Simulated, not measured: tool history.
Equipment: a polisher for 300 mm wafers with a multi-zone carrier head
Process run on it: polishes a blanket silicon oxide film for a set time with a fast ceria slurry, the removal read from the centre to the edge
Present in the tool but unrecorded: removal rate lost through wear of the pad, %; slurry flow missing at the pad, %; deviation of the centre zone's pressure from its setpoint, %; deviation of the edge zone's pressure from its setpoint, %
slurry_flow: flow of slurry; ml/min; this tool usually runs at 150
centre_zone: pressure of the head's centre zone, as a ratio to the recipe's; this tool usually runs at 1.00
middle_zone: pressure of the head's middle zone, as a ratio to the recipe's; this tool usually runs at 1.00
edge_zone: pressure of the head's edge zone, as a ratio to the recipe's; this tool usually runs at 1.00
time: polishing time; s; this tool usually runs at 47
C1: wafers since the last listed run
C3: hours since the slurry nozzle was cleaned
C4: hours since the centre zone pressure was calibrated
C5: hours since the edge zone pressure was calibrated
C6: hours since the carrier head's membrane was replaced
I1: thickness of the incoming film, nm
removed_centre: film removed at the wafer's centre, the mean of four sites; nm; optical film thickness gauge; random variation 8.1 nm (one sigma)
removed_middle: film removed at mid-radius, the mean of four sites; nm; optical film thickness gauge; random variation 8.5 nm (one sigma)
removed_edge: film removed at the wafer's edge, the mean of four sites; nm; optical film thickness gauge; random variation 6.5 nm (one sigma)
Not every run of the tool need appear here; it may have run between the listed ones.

run 1 hour=0.0 | slurry_flow=150 centre_zone=1.00 middle_zone=1.00 edge_zone=1.00 time=47 | C1=0 wafers_polished_on_this_pad=942 C3=201.2 C4=481.5 C5=1202.8 C6=381.5 | I1=1976.1 | removed_centre=580.8 removed_middle=561.2 removed_edge=595.9
-- hour=5.9 worn pad replaced by a new one
run 2 hour=35.0 | slurry_flow=150 centre_zone=1.00 middle_zone=1.00 edge_zone=1.00 time=47 | C1=323 wafers_polished_on_this_pad=303 C3=236.2 C4=516.5 C5=1237.8 C6=416.5 | I1=1958.6 | removed_centre=612.1 removed_middle=573.8 removed_edge=610.8
run 3 hour=66.9 | slurry_flow=150 centre_zone=1.00 middle_zone=1.00 edge_zone=1.00 time=47 | C1=333 wafers_polished_on_this_pad=637 C3=268.1 C4=548.4 C5=1269.7 C6=448.4 | I1=1999.2 | removed_centre=591.1 removed_middle=575.1 removed_edge=594.0
run 4 hour=88.6 | slurry_flow=150 centre_zone=1.00 middle_zone=0.91 edge_zone=1.00 time=47 | C1=226 wafers_polished_on_this_pad=863 C3=289.8 C4=570.1 C5=1291.4 C6=470.1 | I1=1999.7 | removed_centre=576.5 removed_middle=539.7 removed_edge=588.0
-- hour=109.0 worn pad replaced by a new one
run 5 hour=112.8 | slurry_flow=150 centre_zone=1.00 middle_zone=0.91 edge_zone=1.00 time=47 | C1=211 wafers_polished_on_this_pad=40 C3=314.0 C4=594.3 C5=1315.6 C6=494.3 | I1=1983.7 | removed_centre=545.2 removed_middle=507.0 removed_edge=556.7
run 6 hour=134.0 | slurry_flow=150 centre_zone=1.00 middle_zone=1.00 edge_zone=1.00 time=47 | C1=221 wafers_polished_on_this_pad=261 C3=335.2 C4=615.5 C5=1336.8 C6=515.5 | I1=1969.2 | removed_centre=527.8 removed_middle=543.8 removed_edge=540.6
run 7 hour=150.4 | slurry_flow=150 centre_zone=1.00 middle_zone=1.00 edge_zone=1.00 time=52 | C1=171 wafers_polished_on_this_pad=432 C3=351.6 C4=631.9 C5=1353.2 C6=531.9 | I1=1963.6 | removed_centre=593.6 removed_middle=579.1 removed_edge=591.1
run 8 hour=163.0 | slurry_flow=150 centre_zone=1.00 middle_zone=1.00 edge_zone=1.00 time=52 | C1=131 wafers_polished_on_this_pad=564 C3=364.2 C4=644.5 C5=1365.8 C6=544.5 | I1=1971.0 | removed_centre=587.7 removed_middle=579.4 removed_edge=594.2
run 9 hour=192.4 | slurry_flow=185 centre_zone=1.07 middle_zone=1.00 edge_zone=1.00 time=47 | C1=307 wafers_polished_on_this_pad=871 C3=393.6 C4=673.9 C5=1395.2 C6=573.9 | I1=1966.6 | removed_centre=564.6 removed_middle=516.3 removed_edge=538.8
-- hour=205.1 edge zone pressure recalibrated
-- hour=207.1 worn pad replaced by a new one, repeated, since the last time left the tool worse
run 10 hour=219.4 | slurry_flow=185 centre_zone=1.07 middle_zone=1.00 edge_zone=1.00 time=47 | C1=239 wafers_polished_on_this_pad=128 C3=420.6 C4=700.9 C5=14.3 C6=600.9 | I1=1973.0 | removed_centre=667.1 removed_middle=628.8 removed_edge=629.2
-- hour=261.0 centre zone pressure recalibrated
run 11 hour=281.4 | slurry_flow=150 centre_zone=1.00 middle_zone=1.00 edge_zone=1.00 time=47 | C1=626 wafers_polished_on_this_pad=754 C3=482.6 C4=20.4 C5=76.3 C6=662.9 | I1=1979.6 | removed_centre=597.8 removed_middle=581.1 removed_edge=598.3
-- hour=303.1 worn pad replaced by a new one
run 12 hour=303.6 | slurry_flow=150 centre_zone=1.00 middle_zone=1.00 edge_zone=1.06 time=47 | C1=190 wafers_polished_on_this_pad=5 C3=504.8 C4=42.6 C5=98.5 C6=685.1 | I1=1975.9 | removed_centre=606.4 removed_middle=594.3 removed_edge=647.6
-- hour=324.7 carrier head's membrane replaced by a new one
run 13 hour=335.7 | slurry_flow=125 centre_zone=1.00 middle_zone=1.00 edge_zone=1.00 time=52 | C1=283 wafers_polished_on_this_pad=288 C3=536.9 C4=74.7 C5=130.6 C6=11.0 | I1=1970.5 | removed_centre=635.6 removed_middle=626.6 removed_edge=641.8
run 14 hour=352.7 | slurry_flow=115 centre_zone=1.00 middle_zone=1.05 edge_zone=1.00 time=54 | C1=177 wafers_polished_on_this_pad=465 C3=553.9 C4=91.7 C5=147.6 C6=28.0 | I1=1987.2 | removed_centre=625.2 removed_middle=652.4 removed_edge=647.1
-- hour=380.2 slurry nozzle cleaned
run 15 hour=385.3 | slurry_flow=105 centre_zone=1.00 middle_zone=0.92 edge_zone=0.91 time=47 | C1=330 wafers_polished_on_this_pad=796 C3=5.1 C4=124.3 C5=180.2 C6=60.6 | I1=1959.8 | removed_centre=542.8 removed_middle=513.0 removed_edge=536.6
-- hour=399.9 worn pad replaced by a new one
run 16 hour=421.1 | slurry_flow=150 centre_zone=1.04 middle_zone=1.00 edge_zone=1.00 time=47 | C1=332 wafers_polished_on_this_pad=221 C3=40.9 C4=160.1 C5=216.0 C6=96.4 | I1=1952.1 | removed_centre=628.0 removed_middle=592.1 removed_edge=603.9
run 17 hour=433.9 | slurry_flow=110 centre_zone=1.10 middle_zone=1.09 edge_zone=1.00 time=57 | C1=133 wafers_polished_on_this_pad=355 C3=53.7 C4=172.9 C5=228.8 C6=109.2 | I1=1992.5 | removed_centre=744.9 removed_middle=725.3 removed_edge=683.8
run 18 hour=461.6 | slurry_flow=150 centre_zone=1.09 middle_zone=1.00 edge_zone=0.89 time=36 | C1=289 wafers_polished_on_this_pad=644 C3=81.4 C4=200.6 C5=256.5 C6=136.9 | I1=2020.7 | removed_centre=493.2 removed_middle=442.4 removed_edge=431.2
run 19 hour=486.9 | slurry_flow=150 centre_zone=1.00 middle_zone=1.00 edge_zone=1.00 time=47 | C1=264 wafers_polished_on_this_pad=909 C3=106.7 C4=225.9 C5=281.8 C6=162.2 | I1=1956.8 | removed_centre=585.8 removed_middle=576.8 removed_edge=594.9
-- hour=506.9 worn pad replaced by a new one
run 20 hour=515.2 | slurry_flow=150 centre_zone=1.00 middle_zone=1.00 edge_zone=1.00 time=47 | C1=253 wafers_polished_on_this_pad=86 C3=135.0 C4=254.2 C5=310.1 C6=190.5 | I1=1957.1 | removed_centre=610.8 removed_middle=591.1 removed_edge=621.2

For each run, what was the tool's unlogged condition?
slurry flow missing at the pad, %: 0 in every run
deviation of the centre zone's pressure from its setpoint, %: 0 in every run
deviation of the edge zone's pressure from its setpoint, %: 0 in every run
H1: removal rate lost through wear of the pad, %
run=1 H1=5.46
run=2 H1=4.08
run=3 H1=5.58
run=4 H1=6.04
run=5 H1=10.8
run=6 H1=13.2
run=7 H1=14.2
run=8 H1=14.8
run=9 H1=15.4
run=10 H1=2.3
run=11 H1=5.67
run=12 H1=0.802
run=13 H1=4.26
run=14 H1=5.13
run=15 H1=5.97
run=16 H1=3.2
run=17 H1=4.17
run=18 H1=5.36
run=19 H1=5.86
run=20 H1=1.81
